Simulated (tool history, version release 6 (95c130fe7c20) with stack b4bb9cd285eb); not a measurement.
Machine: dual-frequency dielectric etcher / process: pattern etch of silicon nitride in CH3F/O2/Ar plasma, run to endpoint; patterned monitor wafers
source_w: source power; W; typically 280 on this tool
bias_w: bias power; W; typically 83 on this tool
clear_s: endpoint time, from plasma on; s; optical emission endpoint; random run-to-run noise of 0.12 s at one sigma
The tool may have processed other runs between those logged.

run,hour,source_w,bias_w,"incoming incoming film thickness, nm",clear_s
1,0,280,90,23.99,37.7
2,25.4,280,75,24.01,40.2
3,89.2,280,83,24.47,39.7
4,111.5,280,83,24.01,38.9
# hour 143.9: wet clean of the chamber
5,144.4,280,83,24.33,38.9
6,178.7,280,83,24.34,38.9
7,205.2,280,95,24.31,37.1
# hour 225.9: source power generator calibrated
# hour 261.7: upper electrode replaced
8,262.2,280,83,24.14,38.7
9,262.5,250,94,24.2,38.1
# hour 268.7: bias power generator calibrated
10,280.8,280,72,24.44,41.1
11,297.9,230,74,24.27,41.9
12,321,280,90,24.2,37.8
13,334.5,330,93,24.25,36.4
14,350.4,280,83,24.1,39
15,383.4,280,94,24.42,37.7
16,400.4,320,64,24.03,41.2

Consider 5 possible next runs. They are alternatives, not a sequence: every one starts from the tool as it was left by run 16. What does each give?
A,400.8,280,83,24.43,?
B,400.8,310,75,24.43,?
C,400.8,260,66,24.43,?
D,400.8,280,102,24.43,?
E,400.8,230,69,24.43,?

run,clear_s
A,39.5
B,40.1
C,43.3
D,36.8
E,43.7
Without the tool's hidden state the same runs would have given:
run,clear_s
A,39.1
B,39.6
C,42.8
D,36.4
E,43.2

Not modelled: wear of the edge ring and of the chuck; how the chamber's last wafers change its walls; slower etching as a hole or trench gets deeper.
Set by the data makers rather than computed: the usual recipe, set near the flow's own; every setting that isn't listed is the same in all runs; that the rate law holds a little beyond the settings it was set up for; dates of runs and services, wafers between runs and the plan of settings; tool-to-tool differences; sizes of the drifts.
